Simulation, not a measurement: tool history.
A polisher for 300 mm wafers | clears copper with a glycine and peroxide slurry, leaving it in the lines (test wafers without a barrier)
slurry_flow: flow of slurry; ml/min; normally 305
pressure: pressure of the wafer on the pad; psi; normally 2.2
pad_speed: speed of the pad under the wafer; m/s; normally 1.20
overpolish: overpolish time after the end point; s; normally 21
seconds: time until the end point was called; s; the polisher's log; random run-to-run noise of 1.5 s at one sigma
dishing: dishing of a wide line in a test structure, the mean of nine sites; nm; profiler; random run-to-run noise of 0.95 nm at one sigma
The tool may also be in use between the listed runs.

run   hour  slurry_flow  pressure  pad_speed  overpolish  incoming thickness of the incoming film, nm  seconds  dishing
  1    0.0          305       2.2       1.20          21                                        652.8    140.6     61.3
  2    8.7          305       2.2       1.20          21                                        651.1    140.0     61.6
  3   25.8          305       2.2       1.20          21                                        653.7    145.3     61.4
  4   41.2          305       2.2       0.92          21                                        656.1    177.5     52.4
  5   58.7          305       2.2       0.92          21                                        649.6    182.8     49.9
  6   72.2          305       2.2       1.20          31                                        657.5    149.6     78.5
  7   86.2          305       2.2       1.20          31                                        647.9    150.9     79.6
      96.0  -- worn pad replaced by a new one
  8  103.9          305       2.2       1.20          31                                        656.2    158.7     75.8
  9  113.7          305       2.2       1.20          21                                        657.0    163.7     55.3
     123.0  -- head pressure recalibrated
 10  125.3          305       2.2       1.20          21                                        641.6    158.7     55.7
     137.2  -- slurry nozzle cleaned
     139.2  -- worn pad replaced by a new one, repeated, since the last time left the tool worse
 11  139.9          305       2.2       1.44          33                                        642.3    120.4     94.5
 12  154.9          305       1.8       1.20          13                                        655.0    168.9     36.5
 13  184.1          270       2.2       1.20          21                                        657.1    146.9     60.5
 14  195.3          305       2.2       1.20          21                                        659.1    147.7     61.2
 15  203.8          305       2.2       1.00          21                                        657.8    168.4     54.1
 16  214.0          255       2.4       0.84          28                                        662.9    187.0     63.0
 17  223.3          375       2.2       0.92          21                                        641.3    173.1     51.3
 18  232.9          305       2.9       1.20          33                                        644.6    117.8     96.1

Consider 3 possible next runs. They are alternatives, not a sequence: every one starts from the tool as it was left by run 18. What does each give?
  A  233.4          305       1.8       1.20          21                                        651.3        ?        ?
  B  233.4          350       2.8       1.20          21                                        651.3        ?        ?
  C  233.4          305       2.5       1.60          21                                        651.3        ?        ?

run  seconds  dishing
  A    173.5     51.7
  B    119.7     71.1
  C    104.4     76.8
Had the tool no hidden state, the same runs would have come out as:
run  seconds  dishing
  A    161.6     54.6
  B    111.4     74.9
  C     97.2     80.6
